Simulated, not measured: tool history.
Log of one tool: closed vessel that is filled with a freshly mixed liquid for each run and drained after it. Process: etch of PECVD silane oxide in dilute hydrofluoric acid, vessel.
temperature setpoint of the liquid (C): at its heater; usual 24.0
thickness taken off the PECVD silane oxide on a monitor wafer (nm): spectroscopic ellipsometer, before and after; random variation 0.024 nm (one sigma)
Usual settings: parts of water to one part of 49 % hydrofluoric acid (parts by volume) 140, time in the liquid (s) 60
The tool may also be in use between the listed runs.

run    hour  temperature setpoint of the liquid (C)  parts of water to one part of 49 % hydrofluoric acid (parts by volume)  time in the liquid (s)  wafers since the last listed run  hours since the thermometer was replaced  hours since the hydrofluoric acid flow meter was replaced  hours since the gauge calibration  read-back film thickness of the PECVD silane oxide reference wafer, read on the same gauge (nm)  thickness taken off the PECVD silane oxide on a monitor wafer (nm)
  1     0.0                                    24.0                                                                     140                      60                                 0                                    2080.0                                                      836.6                              376.0                                                                                           110.01                                                                5.48
  2   199.7                                    24.0                                                                     140                      60                             14959                                    2279.7                                                     1036.3                              575.7                                                                                           109.98                                                                5.43
  3   277.2                                    27.5                                                                     140                      45                              5805                                    2357.2                                                     1113.8                              653.2                                                                                           110.02                                                                4.65
  4   346.3                                    27.5                                                                     140                      45                              5176                                    2426.3                                                     1182.9                              722.3                                                                                           109.99                                                                4.61
  5   452.3                                    27.5                                                                     140                      45                              7940                                    2532.3                                                     1288.9                              828.3                                                                                           109.99                                                                4.60
  6   519.7                                    24.0                                                                     140                      60                              5048                                    2599.7                                                     1356.3                              895.7                                                                                           109.95                                                                5.41
  7   573.0                                    24.0                                                                     140                      60                              3992                                    2653.0                                                     1409.6                              949.0                                                                                           109.94                                                                5.34
  8   619.6                                    26.5                                                                     140                      35                              3490                                    2699.6                                                     1456.2                              995.6                                                                                           110.01                                                                3.43
  9   718.9                                    24.0                                                                     175                      80                              7438                                    2798.9                                                     1555.5                             1094.9                                                                                           110.00                                                                5.45
 10   796.8                                    24.0                                                                     175                      80                              5835                                    2876.8                                                     1633.4                             1172.8                                                                                           110.00                                                                5.44
      808.6  -- gauge calibrated
 11   855.5                                    25.5                                                                     185                      90                              4397                                    2935.5                                                     1692.1                               46.9                                                                                           109.98                                                                6.02
      922.7  -- thermometer replaced
      925.8  -- hydrofluoric acid flow meter replaced
 12   933.3                                    24.0                                                                     140                      60                              5678                                      10.6                                                        7.5                              124.7                                                                                           109.95                                                                5.59
 13   970.4                                    25.5                                                                     160                      45                              2779                                      47.7                                                       44.6                              161.8                                                                                           110.05                                                                3.81
 14  1072.3                                    24.0                                                                      95                      60                              7633                                     149.6                                                      146.5                              263.7                                                                                           110.02                                                                8.70
 15  1142.2                                    24.0                                                                     140                      60                              5236                                     219.5                                                      216.4                              333.6                                                                                           109.97                                                                5.57
 16  1204.0                                    24.0                                                                     170                      70                              4629                                     281.3                                                      278.2                              395.4                                                                                           110.04                                                                5.16
 17  1263.0                                    28.5                                                                     140                      80                              4419                                     340.3                                                      337.2                              454.4                                                                                           110.00                                                                8.67
 18  1316.5                                    24.0                                                                     140                      60                              4007                                     393.8                                                      390.7                              507.9                                                                                           109.99                                                                5.58
 19  1407.2                                    24.0                                                                     175                      80                              6794                                     484.5                                                      481.4                              598.6                                                                                           110.00                                                                5.60
 20  1507.9                                    24.0                                                                     175                      60                              7543                                     585.2                                                      582.1                              699.3                                                                                           110.00                                                                4.22
 21  1599.2                                    24.0                                                                      90                      30                              6839                                     676.5                                                      673.4                              790.6                                                                                           110.04                                                                4.55

5 ways to go on from here, each from the tool as it stands after run 21. What would each give?
  A  1599.9                                    24.0                                                                     140                      35                                52                                     677.2                                                      674.1                              791.3                                                                                                ?                                                                   ?
  B  1599.9                                    25.5                                                                     190                      50                                52                                     677.2                                                      674.1                              791.3                                                                                                ?                                                                   ?
  C  1599.9                                    27.5                                                                     185                      60                                52                                     677.2                                                      674.1                              791.3                                                                                                ?                                                                   ?
  D  1599.9                                    20.5                                                                      90                      50                                52                                     677.2                                                      674.1                              791.3                                                                                                ?                                                                   ?
  E  1599.9                                    27.0                                                                     105                      60                                52                                     677.2                                                      674.1                              791.3                                                                                                ?                                                                   ?

run  read-back film thickness of the PECVD silane oxide reference wafer, read on the same gauge (nm)  thickness taken off the PECVD silane oxide on a monitor wafer (nm)
  A                                                                                           110.06                                                                3.19
  B                                                                                           110.06                                                                3.35
  C                                                                                           110.06                                                                4.46
  D                                                                                           110.06                                                                6.53
  E                                                                                           110.06                                                                8.54
Without the tool's hidden state the same runs would have given:
run  thickness taken off the PECVD silane oxide on a monitor wafer (nm)
  A                                                                3.28
  B                                                                3.46
  C                                                                4.60
  D                                                                6.73
  E                                                                8.80
